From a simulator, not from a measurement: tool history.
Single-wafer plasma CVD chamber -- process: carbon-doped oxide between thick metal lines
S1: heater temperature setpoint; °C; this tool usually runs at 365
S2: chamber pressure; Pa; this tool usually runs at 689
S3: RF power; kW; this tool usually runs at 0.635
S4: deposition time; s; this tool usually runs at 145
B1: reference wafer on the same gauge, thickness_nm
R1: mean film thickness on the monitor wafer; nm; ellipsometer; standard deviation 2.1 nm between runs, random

{"run": 1, "hour": 0.0, "S1": 365, "S2": 689, "S3": 0.635, "S4": 145, "B1": 971.363, "R1": 830.671}
{"run": 2, "hour": 33.0, "S1": 365, "S2": 689, "S3": 0.635, "S4": 145, "B1": 972.29, "R1": 829.823}
{"run": 3, "hour": 102.9, "S1": 365, "S2": 689, "S3": 0.635, "S4": 145, "B1": 972.421, "R1": 831.744}
{"hour": 116.8, "done": "showerhead replaced"}
{"run": 4, "hour": 139.9, "S1": 365, "S2": 689, "S3": 0.635, "S4": 145, "B1": 971.487, "R1": 832.539}
{"run": 5, "hour": 268.9, "S1": 365, "S2": 581, "S3": 0.675, "S4": 145, "B1": 971.96, "R1": 845.116}
{"hour": 288.7, "done": "capacitance manometer re-zeroed and calibrated"}
{"run": 6, "hour": 298.7, "S1": 365, "S2": 689, "S3": 0.635, "S4": 145, "B1": 972.583, "R1": 820.293}
{"run": 7, "hour": 326.8, "S1": 365, "S2": 689, "S3": 0.635, "S4": 145, "B1": 971.958, "R1": 820.867}
{"hour": 348.5, "done": "gauge calibrated"}
{"run": 8, "hour": 364.2, "S1": 365, "S2": 689, "S3": 0.635, "S4": 145, "B1": 971.988, "R1": 821.59}
{"run": 9, "hour": 411.7, "S1": 365, "S2": 689, "S3": 0.635, "S4": 145, "B1": 972.233, "R1": 825.855}
{"run": 10, "hour": 562.0, "S1": 365, "S2": 689, "S3": 0.635, "S4": 145, "B1": 971.824, "R1": 822.748}
{"run": 11, "hour": 588.1, "S1": 376, "S2": 859, "S3": 0.56, "S4": 125, "B1": 972.161, "R1": 650.99}
{"hour": 751.1, "done": "RF generator calibrated"}
{"run": 12, "hour": 758.1, "S1": 365, "S2": 689, "S3": 0.635, "S4": 145, "B1": 972.172, "R1": 842.416}
{"run": 13, "hour": 950.9, "S1": 358, "S2": 689, "S3": 0.635, "S4": 145, "B1": 971.73, "R1": 855.154}
{"hour": 976.5, "done": "thermocouple changed; heater temperature recalibrated"}
{"run": 14, "hour": 1010.1, "S1": 365, "S2": 689, "S3": 0.55, "S4": 145, "B1": 972.221, "R1": 758.529}
{"run": 15, "hour": 1067.4, "S1": 365, "S2": 689, "S3": 0.635, "S4": 131, "B1": 972.444, "R1": 756.979}
{"run": 16, "hour": 1093.3, "S1": 365, "S2": 548, "S3": 0.635, "S4": 145, "B1": 972.399, "R1": 805.293}
{"run": 17, "hour": 1135.9, "S1": 360, "S2": 849, "S3": 0.56, "S4": 145, "B1": 972.112, "R1": 798.069}
{"run": 18, "hour": 1193.8, "S1": 365, "S2": 856, "S3": 0.635, "S4": 137, "B1": 972.809, "R1": 810.318}
{"hour": 1222.8, "done": "capacitance manometer re-zeroed and calibrated"}
{"run": 19, "hour": 1223.3, "S1": 365, "S2": 689, "S3": 0.635, "S4": 145, "B1": 972.377, "R1": 826.057}
{"run": 20, "hour": 1290.1, "S1": 365, "S2": 580, "S3": 0.745, "S4": 145, "B1": 973.37, "R1": 893.425}
{"run": 21, "hour": 1344.6, "S1": 359, "S2": 689, "S3": 0.53, "S4": 121, "B1": 972.08, "R1": 620.52}
{"run": 22, "hour": 1384.8, "S1": 365, "S2": 689, "S3": 0.635, "S4": 145, "B1": 971.686, "R1": 829.896}
{"run": 23, "hour": 1423.7, "S1": 365, "S2": 689, "S3": 0.635, "S4": 145, "B1": 972.467, "R1": 833.313}
{"run": 24, "hour": 1480.6, "S1": 378, "S2": 535, "S3": 0.635, "S4": 137, "B1": 972.568, "R1": 731.035}
{"run": 25, "hour": 1551.3, "S1": 370, "S2": 689, "S3": 0.675, "S4": 145, "B1": 972.569, "R1": 855.398}
{"run": 26, "hour": 1595.4, "S1": 365, "S2": 689, "S3": 0.635, "S4": 145, "B1": 972.138, "R1": 834.736}
{"run": 27, "hour": 1660.4, "S1": 365, "S2": 689, "S3": 0.635, "S4": 145, "B1": 971.836, "R1": 830.292}
{"run": 28, "hour": 1720.7, "S1": 365, "S2": 689, "S3": 0.635, "S4": 145, "B1": 972.175, "R1": 832.921}
{"run": 29, "hour": 1786.5, "S1": 365, "S2": 779, "S3": 0.635, "S4": 145, "B1": 972.544, "R1": 846.77}

What the log doesn't show, run by run:
wafer temperature above the value expected at the setpoint (K): 0 at every run
gauge reads high (%): 0 at every run
H1: delivered RF power above the setpoint (%)
H2: true pressure above the setpoint (%)
run=1 H1=-2.48 H2=6.43
run=2 H1=-2.5 H2=6.56
run=3 H1=-2.56 H2=6.79
run=4 H1=-2.58 H2=6.9
run=5 H1=-2.66 H2=7.18
run=6 H1=-2.67 H2=-1.74
run=7 H1=-2.69 H2=-1.04
run=8 H1=-2.71 H2=-0.194
run=9 H1=-2.73 H2=0.74
run=10 H1=-2.79 H2=2.91
run=11 H1=-2.8 H2=3.19
run=12 H1=-0.208 H2=4.55
run=13 H1=-0.848 H2=5.41
run=14 H1=-1.01 H2=5.58
run=15 H1=-1.16 H2=5.72
run=16 H1=-1.23 H2=5.78
run=17 H1=-1.32 H2=5.86
run=18 H1=-1.45 H2=5.95
run=19 H1=-1.51 H2=-1.14
run=20 H1=-1.64 H2=0.483
run=21 H1=-1.74 H2=1.57
run=22 H1=-1.8 H2=2.26
run=23 H1=-1.87 H2=2.85
run=24 H1=-1.95 H2=3.59
run=25 H1=-2.05 H2=4.33
run=26 H1=-2.1 H2=4.72
run=27 H1=-2.18 H2=5.2
run=28 H1=-2.24 H2=5.56
run=29 H1=-2.31 H2=5.89
